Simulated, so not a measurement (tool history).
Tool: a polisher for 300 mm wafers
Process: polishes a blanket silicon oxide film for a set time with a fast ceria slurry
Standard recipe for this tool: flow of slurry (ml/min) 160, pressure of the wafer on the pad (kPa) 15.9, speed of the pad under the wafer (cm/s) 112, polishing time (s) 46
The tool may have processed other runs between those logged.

run	hour	flow of slurry (ml/min)	pressure of the wafer on the pad (kPa)	speed of the pad under the wafer (cm/s)	polishing time (s)	wafers since the last listed run	wafers polished on this pad	hours since the slurry nozzle was cleaned	hours since the head pressure was calibrated	incoming thickness of the incoming film, nm	film removed (Å)
1	0	175	15.9	112	46	0	850	492.8	541.3	2761.3	6915
# hour 53.5: head pressure recalibrated
2	77.4	175	15.9	112	46	565	1416	570.2	23.9	2679.9	6429
3	174.5	160	14.5	112	58	728	2144	667.3	121	2702.6	7591
4	217.3	160	15.9	112	46	321	2466	710.1	163.8	2717.8	6656
# hour 291.9: slurry nozzle cleaned
5	316.8	160	15.9	112	46	739	3205	24.9	263.3	2719.4	6913
# hour 409.1: worn pad replaced by a new one
6	637	160	15.9	112	46	2372	1710	345.1	583.5	2687.3	6929
# hour 643: head pressure recalibrated
7	731.8	125	15.9	112	43	696	2406	439.9	88.8	2751.9	5967
8	781.1	125	15.9	112	43	369	2776	489.2	138.1	2727	6147
9	931.8	160	15.9	112	46	1130	3907	639.9	288.8	2758.2	7029
10	972.7	160	15.9	112	46	306	4214	680.8	329.7	2756.1	7033
11	1024.7	160	15.9	112	46	390	4604	732.8	381.7	2742.5	7008
# hour 1034.5: worn pad replaced by a new one
# hour 1042.7: slurry nozzle cleaned
12	1132.1	160	15.9	112	46	768	724	89.4	489.1	2683.9	7075
13	1175.7	160	15.9	112	46	327	1052	133	532.7	2735.5	7115
14	1227.9	160	15.9	112	46	391	1443	185.2	584.9	2726.8	7073
# hour 1302.2: head pressure recalibrated
15	1302.7	160	15.9	112	46	546	1990	260	0.5	2699.4	6469
# hour 1550.3: worn pad replaced by a new one
16	1592.8	160	15.9	112	59	2146	319	550.1	290.6	2723	8852
17	1824.9	125	17.2	94	57	1741	2060	782.2	522.7	2742.7	7581
18	1884.5	160	13.1	150	46	447	2507	841.8	582.3	2780	7746
# hour 1902.2: slurry nozzle cleaned
# hour 1917.3: head pressure recalibrated
19	1985.9	200	20	112	46	738	3246	83.7	68.6	2705	8508
20	2038.7	160	15.9	112	46	396	3642	136.5	121.4	2707.1	6586
# hour 2071.2: worn pad replaced by a new one, of another model than before
21	2091.2	160	15.9	112	46	363	150	189	173.9	2747.3	6565
22	2150.5	160	12.4	112	46	444	595	248.3	233.2	2784.3	5542
23	2234.1	110	15.9	112	46	627	1222	331.9	316.8	2744	5463
24	2294.9	160	15.9	132	41	456	1678	392.7	377.6	2721.8	6773
25	2366.5	160	15.9	84	62	537	2215	464.3	449.2	2737.3	7572
26	2468.9	160	15.9	112	46	768	2984	566.7	551.6	2698.4	6831
# hour 2516.1: head pressure recalibrated
27	2528	200	13.8	92	33	428	3412	625.8	11.9	2734.7	3863
28	2612.7	160	18.6	86	34	635	4048	710.5	96.6	2712.7	4670
29	2657.4	105	15.9	100	40	335	4383	755.2	141.3	2716.5	4014
# hour 2690.7: worn pad replaced by a new one
# hour 2719.7: slurry nozzle cleaned
30	2927.3	160	15.9	140	46	1987	1768	207.6	411.2	2699.2	8161
31	3031.1	160	17.2	112	46	778	2546	311.4	515	2736.1	7477

Predict each of these 5 candidate next runs independently; none follows another, all start after run 31:
A	3031.5	160	15.9	102	46	3	2549	311.8	515.4	2752	?
B	3031.5	180	20	140	46	3	2549	311.8	515.4	2752	?
C	3031.5	190	12.4	88	56	3	2549	311.8	515.4	2752	?
D	3031.5	190	13.8	136	54	3	2549	311.8	515.4	2752	?
E	3031.5	125	15.9	136	56	3	2549	311.8	515.4	2752	?

run	film removed (Å)
A	6489
B	10078
C	6224
D	8775
E	8662
The same runs, with their run-to-run variation unchanged, on a tool lacking any hidden condition would have given:
run	film removed (Å)
A	5989
B	9301
C	5744
D	8098
E	7995

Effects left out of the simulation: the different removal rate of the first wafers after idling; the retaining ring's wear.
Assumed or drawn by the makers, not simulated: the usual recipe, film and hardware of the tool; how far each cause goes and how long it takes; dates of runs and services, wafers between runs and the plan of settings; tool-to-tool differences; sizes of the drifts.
